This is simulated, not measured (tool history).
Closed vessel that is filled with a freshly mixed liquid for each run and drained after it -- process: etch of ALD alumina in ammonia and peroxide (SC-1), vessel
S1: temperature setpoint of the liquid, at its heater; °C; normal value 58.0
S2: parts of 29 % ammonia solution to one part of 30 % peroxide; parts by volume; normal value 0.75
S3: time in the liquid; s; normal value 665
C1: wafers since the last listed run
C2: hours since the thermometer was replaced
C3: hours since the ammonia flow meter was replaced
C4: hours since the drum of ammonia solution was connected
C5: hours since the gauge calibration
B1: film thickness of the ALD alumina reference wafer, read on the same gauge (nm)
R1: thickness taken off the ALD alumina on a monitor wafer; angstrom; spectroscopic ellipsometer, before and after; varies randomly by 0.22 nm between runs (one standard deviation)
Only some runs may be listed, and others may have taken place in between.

| run | hour | S1 | S2 | S3 | C1 | C2 | C3 | C4 | C5 | B1 | R1 |
|---|---|---|---|---|---|---|---|---|---|---|---|
| 1 | 0.0 | 58.0 | 0.75 | 665 | 0 | 1225.3 | 869.0 | 197.9 | 214.5 | 60.01 | 518.8 |
| 2 | 29.0 | 58.0 | 0.75 | 665 | 1979 | 1254.3 | 898.0 | 226.9 | 243.5 | 60.00 | 519.1 |
| 3 | 56.6 | 58.0 | 0.75 | 665 | 1884 | 1281.9 | 925.6 | 254.5 | 271.1 | 60.00 | 517.9 |
| 4 | 76.4 | 58.0 | 0.75 | 665 | 1351 | 1301.7 | 945.4 | 274.3 | 290.9 | 60.00 | 518.1 |
| 5 | 100.1 | 58.0 | 0.75 | 665 | 1617 | 1325.4 | 969.1 | 298.0 | 314.6 | 60.02 | 521.0 |
| 6 | 134.1 | 58.0 | 0.75 | 665 | 2321 | 1359.4 | 1003.1 | 332.0 | 348.6 | 59.99 | 525.9 |
| 7 | 150.8 | 58.0 | 0.75 | 665 | 1140 | 1376.1 | 1019.8 | 348.7 | 365.3 | 60.02 | 517.6 |
| 8 | 171.6 | 58.0 | 0.75 | 665 | 1419 | 1396.9 | 1040.6 | 369.5 | 386.1 | 60.00 | 524.6 |
| 9 | 203.3 | 58.0 | 0.85 | 665 | 2164 | 1428.6 | 1072.3 | 401.2 | 417.8 | 60.01 | 526.9 |
| 10 | 276.6 | 58.0 | 0.75 | 665 | 5004 | 1501.9 | 1145.6 | 474.5 | 491.1 | 60.00 | 524.7 |
| 11 | 303.4 | 58.0 | 0.75 | 665 | 1829 | 1528.7 | 1172.4 | 501.3 | 517.9 | 59.98 | 521.1 |
| 12 | 319.1 | 58.0 | 0.75 | 665 | 1071 | 1544.4 | 1188.1 | 517.0 | 533.6 | 60.02 | 523.3 |
| 13 | 346.6 | 58.0 | 0.75 | 665 | 1877 | 1571.9 | 1215.6 | 544.5 | 561.1 | 59.99 | 525.8 |
|  | 357.5 | ammonia flow meter replaced |
| 14 | 374.7 | 61.5 | 0.75 | 665 | 1850 | 1600.0 | 17.2 | 572.6 | 589.2 | 59.99 | 625.5 |
| 15 | 399.4 | 58.0 | 0.85 | 665 | 1686 | 1624.7 | 41.9 | 597.3 | 613.9 | 60.01 | 533.1 |
|  | 422.8 | new drum of ammonia solution connected |
| 16 | 432.3 | 58.0 | 0.75 | 665 | 2177 | 1657.6 | 74.8 | 9.5 | 646.8 | 59.97 | 520.8 |
|  | 463.8 | gauge calibrated |
| 17 | 464.4 | 60.5 | 0.40 | 815 | 2191 | 1689.7 | 106.9 | 41.6 | 0.6 | 60.01 | 692.3 |
| 18 | 494.0 | 58.0 | 1.15 | 495 | 2020 | 1719.3 | 136.5 | 71.2 | 30.2 | 59.98 | 408.9 |
| 19 | 525.8 | 58.0 | 0.75 | 665 | 2170 | 1751.1 | 168.3 | 103.0 | 62.0 | 59.99 | 530.3 |
|  | 541.4 | thermometer replaced |
| 20 | 541.9 | 61.5 | 0.60 | 665 | 1030 | 0.5 | 184.4 | 119.1 | 78.1 | 59.99 | 651.1 |
| 21 | 567.3 | 65.5 | 0.50 | 875 | 1733 | 25.9 | 209.8 | 144.5 | 103.5 | 60.03 | 1029.4 |
| 22 | 599.2 | 58.0 | 0.75 | 665 | 2177 | 57.8 | 241.7 | 176.4 | 135.4 | 60.02 | 559.9 |
| 23 | 622.4 | 58.0 | 0.65 | 665 | 1583 | 81.0 | 264.9 | 199.6 | 158.6 | 60.03 | 556.1 |
| 24 | 642.6 | 49.5 | 0.75 | 665 | 1379 | 101.2 | 285.1 | 219.8 | 178.8 | 59.98 | 359.6 |
| 25 | 664.3 | 58.0 | 0.75 | 665 | 1481 | 122.9 | 306.8 | 241.5 | 200.5 | 60.01 | 559.5 |
|  | 666.2 | thermometer replaced, repeated, since the last time left the tool worse |
| 26 | 697.5 | 49.5 | 0.75 | 405 | 2198 | 31.3 | 340.0 | 274.7 | 233.7 | 60.00 | 191.5 |
| 27 | 731.1 | 67.5 | 0.85 | 565 | 2293 | 64.9 | 373.6 | 308.3 | 267.3 | 59.98 | 687.1 |
| 28 | 749.6 | 58.0 | 1.05 | 665 | 1262 | 83.4 | 392.1 | 326.8 | 285.8 | 60.00 | 513.7 |
| 29 | 783.2 | 58.0 | 0.75 | 665 | 2293 | 117.0 | 425.7 | 360.4 | 319.4 | 60.02 | 496.5 |

What would each run have given without the hidden state, its run-to-run variation left as it was?
Hidden state present: liquid hotter than its thermometer reads (K); ammonia flow below the setpoint (%); ammonia solution weaker than its label (%); gauge reads high (%).
| run | R1 |
|---|---|
| 1 | 495.4 |
| 2 | 495.1 |
| 3 | 493.5 |
| 4 | 493.2 |
| 5 | 495.6 |
| 6 | 499.6 |
| 7 | 491.5 |
| 8 | 497.6 |
| 9 | 499.3 |
| 10 | 495.8 |
| 11 | 492.0 |
| 12 | 493.8 |
| 13 | 495.6 |
| 14 | 589.8 |
| 15 | 501.4 |
| 16 | 489.2 |
| 17 | 650.2 |
| 18 | 383.3 |
| 19 | 496.5 |
| 20 | 577.8 |
| 21 | 915.5 |
| 22 | 494.4 |
| 23 | 490.6 |
| 24 | 314.7 |
| 25 | 492.8 |
| 26 | 191.0 |
| 27 | 684.8 |
| 28 | 511.3 |
| 29 | 493.7 |

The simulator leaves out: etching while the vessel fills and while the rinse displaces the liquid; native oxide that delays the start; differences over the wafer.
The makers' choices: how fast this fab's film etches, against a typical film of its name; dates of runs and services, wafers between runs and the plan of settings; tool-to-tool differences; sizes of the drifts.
